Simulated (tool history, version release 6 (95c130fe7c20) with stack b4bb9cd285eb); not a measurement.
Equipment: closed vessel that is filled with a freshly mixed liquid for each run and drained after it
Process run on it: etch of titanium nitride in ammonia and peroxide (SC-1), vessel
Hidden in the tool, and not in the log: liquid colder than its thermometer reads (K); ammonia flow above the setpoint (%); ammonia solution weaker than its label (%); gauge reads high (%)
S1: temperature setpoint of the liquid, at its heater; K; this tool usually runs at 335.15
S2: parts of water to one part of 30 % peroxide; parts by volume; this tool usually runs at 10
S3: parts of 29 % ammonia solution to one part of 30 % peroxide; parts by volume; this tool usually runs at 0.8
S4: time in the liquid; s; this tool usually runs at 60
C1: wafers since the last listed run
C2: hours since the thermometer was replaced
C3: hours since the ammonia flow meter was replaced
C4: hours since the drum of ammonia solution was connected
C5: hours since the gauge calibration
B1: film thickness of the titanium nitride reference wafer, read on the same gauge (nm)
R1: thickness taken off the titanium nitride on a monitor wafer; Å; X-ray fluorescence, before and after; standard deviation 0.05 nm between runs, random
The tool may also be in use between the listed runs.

{"run": 1, "day": 0.0, "S1": 335.15, "S2": 10, "S3": 0.8, "S4": 60, "C1": 0, "C2": 2111, "C3": 596.6, "C4": 445.7, "C5": 495.3, "B1": 49.96, "R1": 100.4}
{"run": 2, "day": 1.008, "S1": 335.15, "S2": 10, "S3": 0.8, "S4": 60, "C1": 2289, "C2": 2135.2, "C3": 620.8, "C4": 469.9, "C5": 519.5, "B1": 49.99, "R1": 99.8}
{"run": 3, "day": 1.962, "S1": 335.15, "S2": 10, "S3": 1.05, "S4": 60, "C1": 2166, "C2": 2158.1, "C3": 643.7, "C4": 492.8, "C5": 542.4, "B1": 50.02, "R1": 104.5}
{"day": 2.904, "done": "new drum of ammonia solution connected"}
{"run": 4, "day": 2.983, "S1": 335.15, "S2": 10, "S3": 1.05, "S4": 60, "C1": 2223, "C2": 2182.6, "C3": 668.2, "C4": 1.9, "C5": 566.9, "B1": 49.96, "R1": 105}
{"day": 4.004, "done": "ammonia flow meter replaced"}
{"run": 5, "day": 4.083, "S1": 335.15, "S2": 10, "S3": 0.8, "S4": 60, "C1": 2402, "C2": 2209, "C3": 1.9, "C4": 28.3, "C5": 593.3, "B1": 50, "R1": 100.4}
{"day": 4.625, "done": "thermometer replaced"}
{"run": 6, "day": 7.738, "S1": 335.15, "S2": 10, "S3": 0.8, "S4": 60, "C1": 8202, "C2": 74.7, "C3": 89.6, "C4": 116, "C5": 681, "B1": 50, "R1": 114.8}
{"run": 7, "day": 9.058, "S1": 335.15, "S2": 10, "S3": 0.8, "S4": 60, "C1": 2999, "C2": 106.4, "C3": 121.3, "C4": 147.7, "C5": 712.7, "B1": 49.99, "R1": 113.7}
{"run": 8, "day": 10.112, "S1": 335.15, "S2": 7.5, "S3": 0.8, "S4": 30, "C1": 2393, "C2": 131.7, "C3": 146.6, "C4": 173, "C5": 738, "B1": 49.99, "R1": 65.9}
{"run": 9, "day": 14.479, "S1": 330.15, "S2": 10, "S3": 0.5, "S4": 60, "C1": 9914, "C2": 236.5, "C3": 251.4, "C4": 277.8, "C5": 842.8, "B1": 49.96, "R1": 75.2}
{"run": 10, "day": 15.212, "S1": 330.65, "S2": 10, "S3": 0.8, "S4": 60, "C1": 1665, "C2": 254.1, "C3": 269, "C4": 295.4, "C5": 860.4, "B1": 50.01, "R1": 84}
{"run": 11, "day": 16.179, "S1": 335.15, "S2": 10, "S3": 1.05, "S4": 60, "C1": 2194, "C2": 277.3, "C3": 292.2, "C4": 318.6, "C5": 883.6, "B1": 50, "R1": 116.9}
{"run": 12, "day": 16.883, "S1": 335.15, "S2": 10, "S3": 0.8, "S4": 60, "C1": 1598, "C2": 294.2, "C3": 309.1, "C4": 335.5, "C5": 900.5, "B1": 49.99, "R1": 112.6}
{"run": 13, "day": 18.042, "S1": 342.65, "S2": 13, "S3": 1.05, "S4": 50, "C1": 2630, "C2": 322, "C3": 336.9, "C4": 363.3, "C5": 928.3, "B1": 49.98, "R1": 137.8}
{"run": 14, "day": 18.904, "S1": 343.15, "S2": 10, "S3": 0.8, "S4": 60, "C1": 1958, "C2": 342.7, "C3": 357.6, "C4": 384, "C5": 949, "B1": 50.01, "R1": 186.8}
{"run": 15, "day": 19.529, "S1": 332.15, "S2": 7, "S3": 0.45, "S4": 60, "C1": 1419, "C2": 357.7, "C3": 372.6, "C4": 399, "C5": 964, "B1": 49.96, "R1": 100.4}
{"run": 16, "day": 20.654, "S1": 343.15, "S2": 13.5, "S3": 0.6, "S4": 35, "C1": 2554, "C2": 384.7, "C3": 399.6, "C4": 426, "C5": 991, "B1": 49.96, "R1": 89.1}
{"run": 17, "day": 21.254, "S1": 335.15, "S2": 7, "S3": 0.8, "S4": 40, "C1": 1362, "C2": 399.1, "C3": 414, "C4": 440.4, "C5": 1005.4, "B1": 50.01, "R1": 89.4}
{"day": 22.146, "done": "gauge calibrated"}
{"run": 18, "day": 22.442, "S1": 335.15, "S2": 11.5, "S3": 0.8, "S4": 60, "C1": 2696, "C2": 427.6, "C3": 442.5, "C4": 468.9, "C5": 7.1, "B1": 49.99, "R1": 104.5}
{"day": 23.562, "done": "new drum of ammonia solution connected"}
{"run": 19, "day": 23.583, "S1": 335.15, "S2": 13.5, "S3": 0.45, "S4": 60, "C1": 2497, "C2": 455, "C3": 469.9, "C4": 0.5, "C5": 34.5, "B1": 50.02, "R1": 86.9}
{"run": 20, "day": 24.233, "S1": 330.15, "S2": 10, "S3": 0.5, "S4": 60, "C1": 1475, "C2": 470.6, "C3": 485.5, "C4": 16.1, "C5": 50.1, "B1": 49.99, "R1": 74}
{"run": 21, "day": 25.721, "S1": 339.65, "S2": 10, "S3": 1.15, "S4": 35, "C1": 3377, "C2": 506.3, "C3": 521.2, "C4": 51.8, "C5": 85.8, "B1": 50.02, "R1": 91.6}
{"run": 22, "day": 26.321, "S1": 337.65, "S2": 15, "S3": 0.8, "S4": 60, "C1": 1362, "C2": 520.7, "C3": 535.6, "C4": 66.2, "C5": 100.2, "B1": 49.97, "R1": 105.9}
{"run": 23, "day": 27.404, "S1": 342.65, "S2": 13, "S3": 1.05, "S4": 50, "C1": 2459, "C2": 546.7, "C3": 561.6, "C4": 92.2, "C5": 126.2, "B1": 49.96, "R1": 134.9}
{"run": 24, "day": 28.038, "S1": 341.65, "S2": 8, "S3": 0.8, "S4": 35, "C1": 1438, "C2": 561.9, "C3": 576.8, "C4": 107.4, "C5": 141.4, "B1": 50.02, "R1": 109.3}
{"run": 25, "day": 29.267, "S1": 337.65, "S2": 8, "S3": 0.95, "S4": 80, "C1": 2790, "C2": 591.4, "C3": 606.3, "C4": 136.9, "C5": 170.9, "B1": 50.04, "R1": 199.1}
{"run": 26, "day": 31.075, "S1": 335.15, "S2": 10, "S3": 0.45, "S4": 60, "C1": 4105, "C2": 634.8, "C3": 649.7, "C4": 180.3, "C5": 214.3, "B1": 49.98, "R1": 101.1}
{"run": 27, "day": 32.129, "S1": 335.15, "S2": 10, "S3": 0.45, "S4": 85, "C1": 2393, "C2": 660.1, "C3": 675, "C4": 205.6, "C5": 239.6, "B1": 50, "R1": 141.8}

Branching from run 27: 5 alternative next runs. What would each branch give?
{"run": "A", "day": 32.158, "S1": 332.15, "S2": 10, "S3": 0.8, "S4": 60, "C1": 66, "C2": 660.8, "C3": 675.7, "C4": 206.3, "C5": 240.3, "B1": "?", "R1": "?"}
{"run": "B", "day": 32.158, "S1": 327.15, "S2": 10, "S3": 0.8, "S4": 60, "C1": 66, "C2": 660.8, "C3": 675.7, "C4": 206.3, "C5": 240.3, "B1": "?", "R1": "?"}
{"run": "C", "day": 32.158, "S1": 330.15, "S2": 13, "S3": 0.9, "S4": 85, "C1": 66, "C2": 660.8, "C3": 675.7, "C4": 206.3, "C5": 240.3, "B1": "?", "R1": "?"}
{"run": "D", "day": 32.158, "S1": 335.15, "S2": 5, "S3": 0.65, "S4": 60, "C1": 66, "C2": 660.8, "C3": 675.7, "C4": 206.3, "C5": 240.3, "B1": "?", "R1": "?"}
{"run": "E", "day": 32.158, "S1": 332.15, "S2": 14, "S3": 0.55, "S4": 80, "C1": 66, "C2": 660.8, "C3": 675.7, "C4": 206.3, "C5": 240.3, "B1": "?", "R1": "?"}

run=A B1=49.99 R1=90.8
run=B B1=49.99 R1=64.9
run=C B1=49.99 R1=100.3
run=D B1=49.99 R1=149.7
run=E B1=49.99 R1=95.2
With the hidden condition removed and each run's random variation left untouched, the same runs would have given:
run=A R1=94.1
run=B R1=67.4
run=C R1=104
run=D R1=155
run=E R1=98.7
